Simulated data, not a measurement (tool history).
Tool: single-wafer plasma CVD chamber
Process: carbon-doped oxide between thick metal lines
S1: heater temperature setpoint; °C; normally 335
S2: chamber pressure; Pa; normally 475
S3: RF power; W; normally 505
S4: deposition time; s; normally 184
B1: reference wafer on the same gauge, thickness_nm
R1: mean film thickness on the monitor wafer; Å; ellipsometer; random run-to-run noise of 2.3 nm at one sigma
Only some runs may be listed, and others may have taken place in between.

run   hour   S1   S2   S3   S4       B1        R1
  1    0.0  335  475  505  168  972.472   8002.34
  2   22.5  335  475  505  184  972.611   8775.78
  3   55.4  335  475  505  184  972.615   8729.97
  4   77.7  335  475  505  184  972.618   8735.28
  5  106.1  335  475  505  184  973.296   8736.33
  6  125.8  335  475  505  184  972.753   8702.35
     173.3  -- gauge calibrated
  7  215.0  335  475  505  184  973.284   8703.71
     230.1  -- showerhead replaced, of another model than before
     234.4  -- thermocouple changed; heater temperature recalibrated
  8  237.3  335  387  505  184  973.843   8275.60
     247.2  -- RF generator calibrated
     260.4  -- capacitance manometer re-zeroed and calibrated
  9  271.2  335  387  505  184  974.002   8720.93
 10  284.9  335  428  580  184  973.142   9628.80
 11  316.5  339  536  445  217  973.440   9912.58
 12  350.6  335  475  505  184  973.801   9002.77
 13  363.2  324  528  555  206  972.836  11226.48
 14  394.6  335  589  590  166  973.671   9213.92
 15  417.4  335  475  505  168  974.426   8181.88
 16  439.8  335  523  455  163  972.847   7598.34
 17  456.4  335  415  505  184  973.768   8769.92

Run 18 is up next; what results do you expect?
 18  471.3  344  371  560  197   ?   ?

{"run 18": {"B1": 972.098, "R1": 9659.03}}
With no hidden state in the tool, this same run would have given R1 9767.70 Å.

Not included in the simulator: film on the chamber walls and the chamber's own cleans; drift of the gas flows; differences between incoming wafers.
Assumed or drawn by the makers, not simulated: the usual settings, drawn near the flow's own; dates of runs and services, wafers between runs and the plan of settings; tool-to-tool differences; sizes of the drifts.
